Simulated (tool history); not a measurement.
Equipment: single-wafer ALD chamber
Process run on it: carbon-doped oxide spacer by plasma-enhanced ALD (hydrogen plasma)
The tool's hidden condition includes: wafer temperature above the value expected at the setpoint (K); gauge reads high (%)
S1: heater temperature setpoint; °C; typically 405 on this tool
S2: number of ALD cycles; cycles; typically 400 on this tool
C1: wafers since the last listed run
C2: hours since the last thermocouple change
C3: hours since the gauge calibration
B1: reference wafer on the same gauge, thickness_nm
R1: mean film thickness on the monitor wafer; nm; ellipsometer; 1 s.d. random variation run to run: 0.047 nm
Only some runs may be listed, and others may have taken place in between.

| run | hour | S1 | S2 | C1 | C2 | C3 | B1 | R1 |
|---|---|---|---|---|---|---|---|---|
| 1 | 0 | 405 | 400 | 0 | 1574.3 | 166.2 | 16.67 | 18.681 |
| 2 | 14.8 | 405 | 400 | 19 | 1589.1 | 181 | 16.686 | 18.697 |
| 3 | 43.7 | 405 | 400 | 37 | 1618 | 209.9 | 16.703 | 18.734 |
| 4 | 68.2 | 405 | 400 | 32 | 1642.5 | 234.4 | 16.725 | 18.776 |
| 5 | 94.1 | 405 | 400 | 33 | 1668.4 | 260.3 | 16.733 | 18.749 |
| 6 | 124.9 | 405 | 425 | 40 | 1699.2 | 291.1 | 16.752 | 20.035 |
| 7 | 138.8 | 405 | 434 | 18 | 1713.1 | 305 | 16.763 | 20.383 |
| 8 | 166.7 | 405 | 434 | 36 | 1741 | 332.9 | 16.777 | 20.488 |
| 9 | 220.6 | 405 | 434 | 70 | 1794.9 | 386.8 | 16.817 | 20.491 |
| 10 | 233 | 405 | 400 | 16 | 1807.3 | 399.2 | 16.821 | 18.79 |
|  | 256.3 | gauge calibrated |
| 11 | 261.3 | 393 | 400 | 37 | 1835.6 | 5 | 16.668 | 18.98 |
| 12 | 321.4 | 391 | 427 | 78 | 1895.7 | 65.1 | 16.711 | 20.289 |
| 13 | 349.8 | 413 | 364 | 37 | 1924.1 | 93.5 | 16.733 | 16.638 |
|  | 372.9 | thermocouple changed; heater temperature recalibrated |
| 14 | 381.7 | 405 | 434 | 31 | 8.8 | 125.4 | 16.754 | 20.3 |
| 15 | 399.8 | 405 | 466 | 23 | 26.9 | 143.5 | 16.756 | 21.834 |
| 16 | 426.3 | 405 | 328 | 34 | 53.4 | 170 | 16.778 | 15.436 |
| 17 | 454.5 | 392 | 424 | 36 | 81.6 | 198.2 | 16.799 | 20.264 |
| 18 | 475 | 409 | 362 | 26 | 102.1 | 218.7 | 16.809 | 16.831 |
| 19 | 501.8 | 399 | 466 | 35 | 128.9 | 245.5 | 16.832 | 22.329 |
| 20 | 532.7 | 405 | 434 | 40 | 159.8 | 276.4 | 16.846 | 20.518 |

How the hidden state differs across the entries between the runs, from the last listed run before each to the first after it:
Runs 10 to 11: gauge calibrated (hour 256.3)
  gauge reads high (%): 1.36 -> 0.433
  difference, measured minus the result without the unlogged condition, R1: +0.252 -> +0.081 nm
Runs 13 to 14: thermocouple changed; heater temperature recalibrated (hour 372.9)
  gauge reads high (%): 0.787 -> 0.914
  difference, measured minus the result without the unlogged condition, R1: +0.13 -> +0.184 nm
